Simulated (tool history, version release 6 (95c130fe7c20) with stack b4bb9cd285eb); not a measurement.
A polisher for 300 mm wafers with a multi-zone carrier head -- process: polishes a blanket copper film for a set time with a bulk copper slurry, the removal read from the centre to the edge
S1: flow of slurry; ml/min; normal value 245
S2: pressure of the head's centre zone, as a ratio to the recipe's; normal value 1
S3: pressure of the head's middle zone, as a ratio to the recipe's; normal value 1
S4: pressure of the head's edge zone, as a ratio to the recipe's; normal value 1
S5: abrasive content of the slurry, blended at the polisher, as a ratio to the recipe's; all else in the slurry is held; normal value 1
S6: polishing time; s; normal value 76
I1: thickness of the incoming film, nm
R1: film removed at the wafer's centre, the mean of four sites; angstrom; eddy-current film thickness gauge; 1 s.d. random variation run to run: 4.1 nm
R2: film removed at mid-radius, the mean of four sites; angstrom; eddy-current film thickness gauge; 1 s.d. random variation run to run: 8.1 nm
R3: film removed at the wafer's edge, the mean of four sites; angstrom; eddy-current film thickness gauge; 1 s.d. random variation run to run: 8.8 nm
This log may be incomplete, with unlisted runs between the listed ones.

run 1 day=0 | S1=245 S2=1 S3=0.95 S4=1 S5=1 S6=76 | I1=3249.4 | R1=5474 R2=6035 R3=6188
-- day=2.65 worn pad replaced by a new one
run 2 day=3.188 | S1=245 S2=1 S3=1 S4=1 S5=0.9 S6=76 | I1=3347.5 | R1=5331 R2=5984 R3=5991
run 3 day=4.658 | S1=245 S2=1 S3=1 S4=1 S5=0.85 S6=76 | I1=3314.1 | R1=5271 R2=5920 R3=6006
run 4 day=5.721 | S1=245 S2=1 S3=1 S4=1 S5=0.85 S6=76 | I1=3276.9 | R1=5326 R2=6089 R3=5965
run 5 day=6.588 | S1=245 S2=1 S3=1 S4=1 S5=0.85 S6=76 | I1=3324.5 | R1=5293 R2=5949 R3=6022
-- day=6.733 slurry nozzle cleaned
run 6 day=7.583 | S1=245 S2=1 S3=1 S4=1 S5=1 S6=91 | I1=3294.4 | R1=6545 R2=7207 R3=7416
run 7 day=8.396 | S1=245 S2=1 S3=1 S4=1 S5=1 S6=91 | I1=3283.5 | R1=6519 R2=7376 R3=7337
-- day=9.262 worn pad replaced by a new one
run 8 day=9.283 | S1=245 S2=1 S3=1 S4=1 S5=1 S6=76 | I1=3341.2 | R1=5475 R2=6051 R3=6263
run 9 day=10.604 | S1=245 S2=1 S3=1 S4=1 S5=1.2 S6=76 | I1=3322.4 | R1=5674 R2=6275 R3=6428
-- day=11.704 centre zone pressure recalibrated
-- day=11.762 edge zone pressure recalibrated
run 10 day=11.925 | S1=245 S2=1 S3=1.05 S4=1 S5=1 S6=101 | I1=3313.2 | R1=8082 R2=8580 R3=8268
run 11 day=12.633 | S1=245 S2=1.09 S3=1 S4=1 S5=0.85 S6=76 | I1=3331.1 | R1=6386 R2=6082 R3=5953
run 12 day=13.479 | S1=245 S2=0.89 S3=1 S4=1 S5=1 S6=62 | I1=3297.5 | R1=4394 R2=5011 R3=4933
run 13 day=14.5 | S1=245 S2=1 S3=1 S4=1 S5=1 S6=53 | I1=3234.5 | R1=4114 R2=4348 R3=4384
run 14 day=15.625 | S1=245 S2=1 S3=1 S4=0.94 S5=1.25 S6=76 | I1=3246.6 | R1=6204 R2=6358 R3=6355
run 15 day=16.371 | S1=245 S2=1 S3=1 S4=1 S5=1.15 S6=54 | I1=3360.7 | R1=4376 R2=4478 R3=4609
-- day=17.283 worn pad replaced by a new one
-- day=17.625 carrier head's membrane replaced by a new one
run 16 day=17.942 | S1=245 S2=1 S3=0.92 S4=1 S5=1 S6=76 | I1=3318.8 | R1=5898 R2=6033 R3=6224
run 17 day=18.867 | S1=245 S2=1 S3=1.08 S4=1 S5=1 S6=76 | I1=3324.6 | R1=5842 R2=6628 R3=6224
run 18 day=20.288 | S1=245 S2=1.1 S3=1 S4=1 S5=1 S6=76 | I1=3341.7 | R1=6442 R2=6236 R3=6356
run 19 day=23.346 | S1=245 S2=1.03 S3=0.95 S4=1 S5=1 S6=76 | I1=3259.4 | R1=6019 R2=6011 R3=6220
-- day=24.8 worn pad replaced by a new one
run 20 day=24.821 | S1=245 S2=1 S3=1 S4=1 S5=1 S6=94 | I1=3268 | R1=7136 R2=7689 R3=7643
run 21 day=26.133 | S1=245 S2=1 S3=1 S4=1 S5=1 S6=76 | I1=3340.1 | R1=5700 R2=6327 R3=6127

Alternative continuations, all from the tool just after run 21; predict every row:
run A day=26.154 | S1=195 S2=1 S3=1 S4=1 S5=1 S6=76 | I1=3299.5 | R1=? R2=? R3=?
run B day=26.154 | S1=245 S2=1 S3=1 S4=1 S5=1.1 S6=76 | I1=3299.5 | R1=? R2=? R3=?
run C day=26.154 | S1=245 S2=1 S3=1.05 S4=1 S5=1 S6=49 | I1=3299.5 | R1=? R2=? R3=?
run D day=26.154 | S1=275 S2=1.07 S3=1 S4=0.88 S5=1 S6=96 | I1=3299.5 | R1=? R2=? R3=?

run=A R1=5511 R2=5981 R3=6080
run=B R1=5782 R2=6256 R3=6317
run=C R1=3662 R2=4060 R3=3998
run=D R1=7783 R2=7853 R3=7447
The same runs, with their run-to-run variation unchanged, on a tool lacking any hidden condition would have given:
run=A R1=5757 R2=5980 R3=6080
run=B R1=6040 R2=6255 R3=6317
run=C R1=3825 R2=4059 R3=3998
run=D R1=8128 R2=7851 R3=7447
